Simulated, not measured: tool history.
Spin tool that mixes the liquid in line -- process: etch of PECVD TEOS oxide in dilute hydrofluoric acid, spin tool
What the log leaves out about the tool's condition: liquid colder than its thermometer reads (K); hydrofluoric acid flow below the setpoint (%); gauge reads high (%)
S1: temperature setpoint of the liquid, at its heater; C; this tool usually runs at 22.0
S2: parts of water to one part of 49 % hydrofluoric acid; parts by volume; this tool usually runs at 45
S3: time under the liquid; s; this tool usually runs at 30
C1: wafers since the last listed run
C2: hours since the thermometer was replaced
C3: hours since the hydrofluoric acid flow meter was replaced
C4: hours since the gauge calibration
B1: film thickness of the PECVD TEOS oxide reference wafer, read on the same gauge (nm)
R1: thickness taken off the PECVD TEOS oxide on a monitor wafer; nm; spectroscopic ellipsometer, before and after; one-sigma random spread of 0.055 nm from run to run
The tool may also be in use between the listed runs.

| run | hour | S1 | S2 | S3 | C1 | C2 | C3 | C4 | B1 | R1 |
|---|---|---|---|---|---|---|---|---|---|---|
| 1 | 0.0 | 22.0 | 45 | 30 | 0 | 1258.1 | 2213.0 | 181.9 | 60.00 | 6.51 |
| 2 | 16.7 | 22.0 | 45 | 30 | 303 | 1274.8 | 2229.7 | 198.6 | 60.00 | 6.56 |
| 3 | 28.1 | 22.0 | 45 | 30 | 207 | 1286.2 | 2241.1 | 210.0 | 60.00 | 6.46 |
| 4 | 72.9 | 22.0 | 45 | 30 | 815 | 1331.0 | 2285.9 | 254.8 | 60.01 | 6.48 |
| 5 | 80.1 | 22.0 | 45 | 30 | 131 | 1338.2 | 2293.1 | 262.0 | 60.03 | 6.47 |
|  | 84.3 | hydrofluoric acid flow meter replaced |
| 6 | 89.2 | 22.0 | 45 | 30 | 147 | 1347.3 | 4.9 | 271.1 | 60.02 | 7.51 |
| 7 | 100.1 | 22.0 | 45 | 30 | 198 | 1358.2 | 15.8 | 282.0 | 60.00 | 7.46 |
| 8 | 114.4 | 22.0 | 45 | 30 | 260 | 1372.5 | 30.1 | 296.3 | 60.01 | 7.63 |
| 9 | 132.3 | 22.0 | 45 | 30 | 325 | 1390.4 | 48.0 | 314.2 | 60.01 | 7.48 |
|  | 137.8 | thermometer replaced |
| 10 | 146.1 | 22.0 | 45 | 30 | 232 | 8.3 | 61.8 | 328.0 | 60.01 | 8.33 |
| 11 | 154.8 | 22.0 | 45 | 30 | 158 | 17.0 | 70.5 | 336.7 | 60.00 | 8.32 |
| 12 | 165.4 | 22.0 | 45 | 30 | 192 | 27.6 | 81.1 | 347.3 | 60.00 | 8.26 |
| 13 | 203.7 | 22.0 | 45 | 30 | 696 | 65.9 | 119.4 | 385.6 | 60.00 | 8.25 |
| 14 | 215.0 | 19.5 | 50 | 45 | 205 | 77.2 | 130.7 | 396.9 | 60.01 | 10.02 |
| 15 | 225.7 | 18.0 | 45 | 30 | 194 | 87.9 | 141.4 | 407.6 | 60.00 | 6.85 |
| 16 | 241.9 | 25.0 | 60 | 30 | 294 | 104.1 | 157.6 | 423.8 | 60.01 | 6.83 |
| 17 | 263.8 | 24.5 | 45 | 30 | 398 | 126.0 | 179.5 | 445.7 | 60.01 | 9.15 |
| 18 | 273.2 | 18.0 | 30 | 30 | 171 | 135.4 | 188.9 | 455.1 | 60.02 | 10.44 |
|  | 313.4 | gauge calibrated |
| 19 | 321.9 | 26.5 | 45 | 45 | 886 | 184.1 | 237.6 | 8.5 | 60.01 | 14.66 |
| 20 | 332.7 | 27.0 | 45 | 30 | 196 | 194.9 | 248.4 | 19.3 | 59.99 | 9.95 |
| 21 | 338.9 | 22.0 | 45 | 20 | 112 | 201.1 | 254.6 | 25.5 | 59.99 | 5.40 |
| 22 | 350.1 | 22.0 | 45 | 30 | 203 | 212.3 | 265.8 | 36.7 | 60.01 | 8.02 |
| 23 | 359.9 | 22.0 | 60 | 40 | 178 | 222.1 | 275.6 | 46.5 | 59.98 | 7.94 |
| 24 | 376.6 | 17.5 | 45 | 30 | 303 | 238.8 | 292.3 | 63.2 | 60.00 | 6.65 |
| 25 | 394.2 | 22.0 | 45 | 30 | 320 | 256.4 | 309.9 | 80.8 | 59.98 | 8.08 |
| 26 | 411.8 | 22.0 | 45 | 30 | 320 | 274.0 | 327.5 | 98.4 | 60.00 | 8.02 |
| 27 | 418.4 | 22.0 | 45 | 35 | 120 | 280.6 | 334.1 | 105.0 | 59.98 | 9.29 |
| 28 | 430.2 | 20.0 | 30 | 15 | 214 | 292.4 | 345.9 | 116.8 | 60.00 | 5.65 |
| 29 | 439.8 | 26.5 | 45 | 30 | 174 | 302.0 | 355.5 | 126.4 | 60.00 | 9.77 |
| 30 | 453.1 | 22.0 | 45 | 30 | 242 | 315.3 | 368.8 | 139.7 | 59.98 | 7.95 |
| 31 | 465.5 | 22.0 | 35 | 30 | 225 | 327.7 | 381.2 | 152.1 | 59.99 | 10.41 |
| 32 | 471.6 | 17.5 | 55 | 30 | 111 | 333.8 | 387.3 | 158.2 | 59.99 | 5.29 |

5 ways to go on from here, each from the tool as it stands after run 32. What would each give?
| A | 472.0 | 22.0 | 45 | 30 | 7 | 334.2 | 387.7 | 158.6 | ? | ? |
| B | 472.0 | 26.0 | 55 | 15 | 7 | 334.2 | 387.7 | 158.6 | ? | ? |
| C | 472.0 | 23.5 | 45 | 20 | 7 | 334.2 | 387.7 | 158.6 | ? | ? |
| D | 472.0 | 25.0 | 45 | 35 | 7 | 334.2 | 387.7 | 158.6 | ? | ? |
| E | 472.0 | 22.0 | 65 | 30 | 7 | 334.2 | 387.7 | 158.6 | ? | ? |

| run | B1 | R1 |
|---|---|---|
| A | 59.99 | 7.97 |
| B | 59.99 | 3.79 |
| C | 59.99 | 5.66 |
| D | 59.99 | 10.53 |
| E | 59.99 | 5.38 |
What these runs would have given with no unlogged condition in the tool:
| run | R1 |
|---|---|
| A | 8.38 |
| B | 3.99 |
| C | 5.95 |
| D | 11.07 |
| E | 5.66 |

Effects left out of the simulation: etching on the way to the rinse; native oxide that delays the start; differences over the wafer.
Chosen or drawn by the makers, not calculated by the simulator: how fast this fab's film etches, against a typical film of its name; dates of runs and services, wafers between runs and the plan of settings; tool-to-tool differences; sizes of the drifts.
